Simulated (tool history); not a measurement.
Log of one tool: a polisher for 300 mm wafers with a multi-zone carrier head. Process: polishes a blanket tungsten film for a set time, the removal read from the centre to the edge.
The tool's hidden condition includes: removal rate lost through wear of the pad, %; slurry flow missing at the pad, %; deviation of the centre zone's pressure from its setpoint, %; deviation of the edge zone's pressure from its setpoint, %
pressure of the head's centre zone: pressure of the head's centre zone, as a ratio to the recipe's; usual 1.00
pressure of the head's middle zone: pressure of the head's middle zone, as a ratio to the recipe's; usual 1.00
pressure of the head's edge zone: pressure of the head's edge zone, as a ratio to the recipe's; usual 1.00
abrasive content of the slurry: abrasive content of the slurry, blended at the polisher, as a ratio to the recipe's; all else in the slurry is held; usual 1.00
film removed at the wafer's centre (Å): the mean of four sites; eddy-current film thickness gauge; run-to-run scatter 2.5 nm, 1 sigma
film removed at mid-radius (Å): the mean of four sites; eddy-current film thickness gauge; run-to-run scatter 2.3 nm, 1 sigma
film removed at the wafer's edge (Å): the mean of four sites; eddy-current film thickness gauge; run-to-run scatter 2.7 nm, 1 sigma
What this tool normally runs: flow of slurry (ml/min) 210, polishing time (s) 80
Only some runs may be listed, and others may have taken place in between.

run,hour,flow of slurry (ml/min),pressure of the head's centre zone,pressure of the head's middle zone,pressure of the head's edge zone,abrasive content of the slurry,polishing time (s),wafers since the last listed run,wafers polished on this pad,hours since the slurry nozzle was cleaned,hours since the centre zone pressure was calibrated,hours since the edge zone pressure was calibrated,hours since the carrier head's membrane was replaced,"incoming thickness of the incoming film, nm",film removed at the wafer's centre (Å),film removed at mid-radius (Å),film removed at the wafer's edge (Å)
1,0.0,210,1.00,1.00,1.00,1.00,80,0,980,83.4,906.0,797.4,543.3,1364.0,2508,2306,2371
2,26.3,210,1.00,1.00,1.00,1.00,80,151,1131,109.7,932.3,823.7,569.6,1340.0,2486,2312,2338
# hour 64.8: worn pad replaced by a new one
3,69.3,210,1.00,1.00,1.00,1.00,80,223,26,152.7,975.3,866.7,612.6,1330.9,2558,2317,2385
# hour 93.3: carrier head's membrane replaced by a new one
4,118.0,210,1.00,1.00,1.00,1.00,80,250,276,201.4,1024.0,915.4,24.7,1364.4,2548,2336,2393
5,177.5,210,1.00,1.00,1.00,1.00,80,341,618,260.9,1083.5,974.9,84.2,1363.3,2553,2302,2441
6,246.3,210,1.00,1.00,1.00,1.00,80,395,1013,329.7,1152.3,1043.7,153.0,1344.2,2494,2314,2395
7,315.2,210,1.00,1.00,1.00,1.00,80,395,1409,398.6,1221.2,1112.6,221.9,1361.0,2538,2338,2345
# hour 328.7: worn pad replaced by a new one
# hour 375.0: centre zone pressure recalibrated
8,375.5,210,1.00,1.00,1.00,1.00,80,311,257,458.9,0.5,1172.9,282.2,1369.4,2660,2322,2387
# hour 422.4: edge zone pressure recalibrated
9,423.8,210,1.00,1.00,1.00,1.00,80,265,522,507.2,48.8,1.4,330.5,1384.4,2698,2315,2323
# hour 454.6: slurry nozzle cleaned
10,492.1,210,1.00,1.00,1.00,1.00,80,386,909,37.5,117.1,69.7,398.8,1364.8,2695,2359,2370
# hour 524.6: centre zone pressure recalibrated, repeated, since the last time left the tool worse
11,562.3,210,1.00,1.00,1.00,1.00,80,391,1300,107.7,37.7,139.9,469.0,1369.7,2342,2347,2344
# hour 610.1: worn pad replaced by a new one
12,610.6,210,0.91,1.00,1.00,1.00,80,254,2,156.0,86.0,188.2,517.3,1364.6,2192,2303,2351
13,668.6,210,0.88,1.00,1.09,1.00,80,333,335,214.0,144.0,246.2,575.3,1363.7,2110,2343,2491
14,729.8,210,1.00,1.00,1.00,1.00,80,351,687,275.2,205.2,307.4,636.5,1366.6,2434,2360,2385
15,758.5,190,1.00,1.00,1.00,1.00,93,164,852,303.9,233.9,336.1,665.2,1350.3,2811,2681,2755
16,825.5,210,1.10,1.03,1.00,1.00,67,384,1236,370.9,300.9,403.1,732.2,1363.2,2280,1973,1982
# hour 833.1: worn pad replaced by a new one
# hour 837.6: carrier head's membrane replaced by a new one
# hour 879.6: slurry nozzle cleaned
17,897.3,210,1.00,1.00,1.00,1.00,70,357,337,17.7,372.7,474.9,59.7,1360.9,2131,2051,2091
18,986.2,210,1.04,1.00,1.00,1.25,80,510,847,106.6,461.6,563.8,148.6,1343.9,2675,2350,2477
19,1053.5,210,1.07,1.11,0.94,1.00,80,386,1233,173.9,528.9,631.1,215.9,1348.5,2671,2510,2260
20,1080.8,210,1.00,1.00,1.03,1.00,80,156,1390,201.2,556.2,658.4,243.2,1373.2,2495,2321,2420
# hour 1092.6: worn pad replaced by a new one
21,1119.2,270,1.00,1.00,0.92,1.00,80,197,152,239.6,594.6,696.8,281.6,1378.5,2576,2435,2304
22,1151.0,210,1.00,1.00,1.00,1.00,80,182,335,271.4,626.4,728.6,313.4,1358.3,2454,2288,2407

Consider 3 possible next runs. They are alternatives, not a sequence: every one starts from the tool as it was left by run 22. What does each give?
A,1151.4,210,1.00,1.12,1.00,1.00,80,2,337,271.8,626.8,729.0,313.8,1339.9,?,?,?
B,1151.4,210,1.06,0.96,0.89,1.00,80,2,337,271.8,626.8,729.0,313.8,1339.9,?,?,?
C,1151.4,210,1.00,1.00,1.00,1.00,71,2,337,271.8,626.8,729.0,313.8,1339.9,?,?,?

run,film removed at the wafer's centre (Å),film removed at mid-radius (Å),film removed at the wafer's edge (Å)
A,2528,2603,2340
B,2677,2283,2220
C,2242,2098,2080
Take away the tool's hidden state, keep each run's random variation, and the runs would have read:
run,film removed at the wafer's centre (Å),film removed at mid-radius (Å),film removed at the wafer's edge (Å)
A,2380,2604,2340
B,2521,2284,2220
C,2111,2098,2080

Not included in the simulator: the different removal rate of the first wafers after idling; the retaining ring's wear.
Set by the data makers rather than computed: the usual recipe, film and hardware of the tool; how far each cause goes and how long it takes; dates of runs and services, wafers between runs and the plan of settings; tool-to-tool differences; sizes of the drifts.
